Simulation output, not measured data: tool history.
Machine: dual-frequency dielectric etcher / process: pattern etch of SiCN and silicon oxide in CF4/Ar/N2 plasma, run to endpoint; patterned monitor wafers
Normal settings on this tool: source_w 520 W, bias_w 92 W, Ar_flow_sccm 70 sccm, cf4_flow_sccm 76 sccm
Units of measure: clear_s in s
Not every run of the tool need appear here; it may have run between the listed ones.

run	hour	source_w	bias_w	Ar_flow_sccm	cf4_flow_sccm	wafers since the last listed run	hours since the last wet clean	hours since the last source power generator calibration	hours since the last bias power generator calibration	hours since the last Ar flow controller change	hours since the last CF4 flow controller change	hours since the last upper electrode change	incoming incoming film thickness, nm	clear_s
1	0	520	92	70	76	0	400.6	774.5	3170.3	3610.7	4264.3	4440.1	17.15	17
# hour 43.9: wet clean of the chamber
2	86.4	520	92	70	76	1056	42.5	860.9	3256.7	3697.1	4350.7	4526.5	17.15	17.1
3	188.4	520	92	70	76	1726	144.5	962.9	3358.7	3799.1	4452.7	4628.5	16.9	16.5
4	261.8	520	92	70	76	1242	217.9	1036.3	3432.1	3872.5	4526.1	4701.9	17.05	16.9
5	313.6	520	92	70	76	876	269.7	1088.1	3483.9	3924.3	4577.9	4753.7	17.05	16.8
6	391.6	520	92	70	76	1320	347.7	1166.1	3561.9	4002.3	4655.9	4831.7	16.95	17
# hour 496.4: wet clean of the chamber
7	498.7	520	92	70	76	1406	2.3	1273.2	3669	4109.4	4763	4938.8	17.11	17.1
# hour 510.2: Ar flow controller replaced
8	605.9	520	92	70	76	1712	109.5	1380.4	3776.2	95.7	4870.2	5046	17.13	17.3
# hour 634.2: bias power generator calibrated
9	677.6	520	92	70	76	1145	181.2	1452.1	43.4	167.4	4941.9	5117.7	17.09	17.4
10	725	520	92	70	76	802	228.6	1499.5	90.8	214.8	4989.3	5165.1	17.2	17.9
11	831.8	480	83	79	88	1807	335.4	1606.3	197.6	321.6	5096.1	5271.9	17.07	19.6
12	900	520	92	70	76	1154	403.6	1674.5	265.8	389.8	5164.3	5340.1	16.97	17.4
# hour 947: upper electrode replaced
13	947.5	520	92	70	76	397	451.1	1722	313.3	437.3	5211.8	0.5	17.08	17.5
# hour 1034.3: wet clean of the chamber
14	1034.8	640	92	70	76	1071	0.5	1809.3	400.6	524.6	5299.1	87.8	17.24	13.9
# hour 1098.1: source power generator calibrated
# hour 1130.2: CF4 flow controller replaced
15	1252	520	103	70	76	3506	217.7	153.9	617.8	741.8	121.8	305	17.08	16.1
16	1317.5	590	92	84	76	1108	283.2	219.4	683.3	807.3	187.3	370.5	16.93	14.7
17	1407.5	630	92	65	91	1523	373.2	309.4	773.3	897.3	277.3	460.5	17.01	13.1
18	1491.3	650	92	80	76	1418	457	393.2	857.1	981.1	361.1	544.3	17.18	13.2

Below are 5 alternative next runs, each starting from the tool's condition after run 18. Predict each:
A	1491.7	520	92	70	76	6	457.4	393.6	857.5	981.5	361.5	544.7	17.04	?
B	1491.7	520	92	85	87	6	457.4	393.6	857.5	981.5	361.5	544.7	17.04	?
C	1491.7	520	92	70	88	6	457.4	393.6	857.5	981.5	361.5	544.7	17.04	?
D	1491.7	520	105	75	76	6	457.4	393.6	857.5	981.5	361.5	544.7	17.04	?
E	1491.7	520	80	77	76	6	457.4	393.6	857.5	981.5	361.5	544.7	17.04	?

run	clear_s
A	16.5
B	16.6
C	16.3
D	16
E	17.3
The same runs, with their run-to-run variation unchanged, on a tool lacking any hidden condition would have given:
run	clear_s
A	16.4
B	16.5
C	16.2
D	15.9
E	17.2
